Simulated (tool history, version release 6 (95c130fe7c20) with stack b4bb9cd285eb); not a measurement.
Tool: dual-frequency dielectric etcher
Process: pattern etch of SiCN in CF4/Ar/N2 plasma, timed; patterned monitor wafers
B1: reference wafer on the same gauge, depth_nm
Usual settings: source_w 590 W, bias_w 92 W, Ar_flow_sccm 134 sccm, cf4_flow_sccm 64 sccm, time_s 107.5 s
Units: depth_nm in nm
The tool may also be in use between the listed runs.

{"run": 1, "day": 0.0, "source_w": 590, "bias_w": 105, "Ar_flow_sccm": 134, "cf4_flow_sccm": 53, "time_s": 107.5, "B1": 124.9, "depth_nm": 117.2}
{"run": 2, "day": 0.612, "source_w": 590, "bias_w": 92, "Ar_flow_sccm": 134, "cf4_flow_sccm": 64, "time_s": 107.5, "B1": 125.2, "depth_nm": 114.4}
{"run": 3, "day": 1.217, "source_w": 590, "bias_w": 92, "Ar_flow_sccm": 134, "cf4_flow_sccm": 64, "time_s": 107.5, "B1": 124.9, "depth_nm": 113.9}
{"day": 1.504, "done": "source power generator calibrated"}
{"run": 4, "day": 1.954, "source_w": 590, "bias_w": 92, "Ar_flow_sccm": 134, "cf4_flow_sccm": 64, "time_s": 107.5, "B1": 125.1, "depth_nm": 113.2}
{"run": 5, "day": 2.442, "source_w": 590, "bias_w": 92, "Ar_flow_sccm": 134, "cf4_flow_sccm": 64, "time_s": 107.5, "B1": 124.9, "depth_nm": 114.8}
{"run": 6, "day": 2.971, "source_w": 540, "bias_w": 92, "Ar_flow_sccm": 134, "cf4_flow_sccm": 55, "time_s": 107.5, "B1": 124.8, "depth_nm": 106.8}
{"day": 3.158, "done": "bias power generator calibrated"}
{"day": 4.4, "done": "wet clean of the chamber"}
{"day": 4.592, "done": "upper electrode replaced"}
{"day": 4.85, "done": "CF4 flow controller replaced"}
{"run": 7, "day": 4.871, "source_w": 590, "bias_w": 92, "Ar_flow_sccm": 134, "cf4_flow_sccm": 64, "time_s": 107.5, "B1": 125.1, "depth_nm": 114.1}
{"run": 8, "day": 4.888, "source_w": 650, "bias_w": 92, "Ar_flow_sccm": 112, "cf4_flow_sccm": 64, "time_s": 107.5, "B1": 124.9, "depth_nm": 122.8}
{"run": 9, "day": 4.9, "source_w": 490, "bias_w": 92, "Ar_flow_sccm": 134, "cf4_flow_sccm": 64, "time_s": 107.5, "B1": 125.1, "depth_nm": 104.9}
{"run": 10, "day": 4.917, "source_w": 590, "bias_w": 92, "Ar_flow_sccm": 134, "cf4_flow_sccm": 64, "time_s": 107.5, "B1": 125, "depth_nm": 114.1}
{"run": 11, "day": 5.108, "source_w": 590, "bias_w": 105, "Ar_flow_sccm": 134, "cf4_flow_sccm": 53, "time_s": 107.5, "B1": 125.3, "depth_nm": 117.4}
{"run": 12, "day": 5.712, "source_w": 590, "bias_w": 92, "Ar_flow_sccm": 111, "cf4_flow_sccm": 64, "time_s": 86.5, "B1": 125.2, "depth_nm": 93.6}
{"run": 13, "day": 6.042, "source_w": 640, "bias_w": 92, "Ar_flow_sccm": 121, "cf4_flow_sccm": 64, "time_s": 107.5, "B1": 124.8, "depth_nm": 120.7}
{"run": 14, "day": 6.6, "source_w": 590, "bias_w": 103, "Ar_flow_sccm": 134, "cf4_flow_sccm": 64, "time_s": 107.5, "B1": 125.2, "depth_nm": 119.7}
{"day": 7.404, "done": "Ar flow controller replaced"}
{"run": 15, "day": 7.938, "source_w": 590, "bias_w": 104, "Ar_flow_sccm": 104, "cf4_flow_sccm": 60, "time_s": 117, "B1": 125, "depth_nm": 132.4}
{"run": 16, "day": 8.5, "source_w": 630, "bias_w": 92, "Ar_flow_sccm": 134, "cf4_flow_sccm": 64, "time_s": 107.5, "B1": 124.9, "depth_nm": 118.7}
{"run": 17, "day": 9.158, "source_w": 690, "bias_w": 92, "Ar_flow_sccm": 134, "cf4_flow_sccm": 64, "time_s": 132.5, "B1": 124.9, "depth_nm": 153.3}
{"day": 9.262, "done": "gauge calibrated"}
{"run": 18, "day": 9.596, "source_w": 590, "bias_w": 80, "Ar_flow_sccm": 134, "cf4_flow_sccm": 64, "time_s": 78.5, "B1": 125.1, "depth_nm": 79.9}
{"run": 19, "day": 10.192, "source_w": 550, "bias_w": 92, "Ar_flow_sccm": 134, "cf4_flow_sccm": 64, "time_s": 117, "B1": 125.1, "depth_nm": 119.3}
{"run": 20, "day": 12.4, "source_w": 590, "bias_w": 92, "Ar_flow_sccm": 134, "cf4_flow_sccm": 64, "time_s": 107.5, "B1": 125, "depth_nm": 113.8}
{"run": 21, "day": 12.721, "source_w": 590, "bias_w": 104, "Ar_flow_sccm": 104, "cf4_flow_sccm": 60, "time_s": 117, "B1": 125, "depth_nm": 133.2}

What the log doesn't show, run by run:
etch rate over this chamber's usual, %: 0 in every run
source power that arrives over what is set, %: 0 in every run
bias power that arrives over what is set, %: 0 in every run
Ar flow that arrives over what is set, %: 0 in every run
CF4 flow that arrives over what is set, %: 0 in every run
gauge reads high (%): 0 in every run
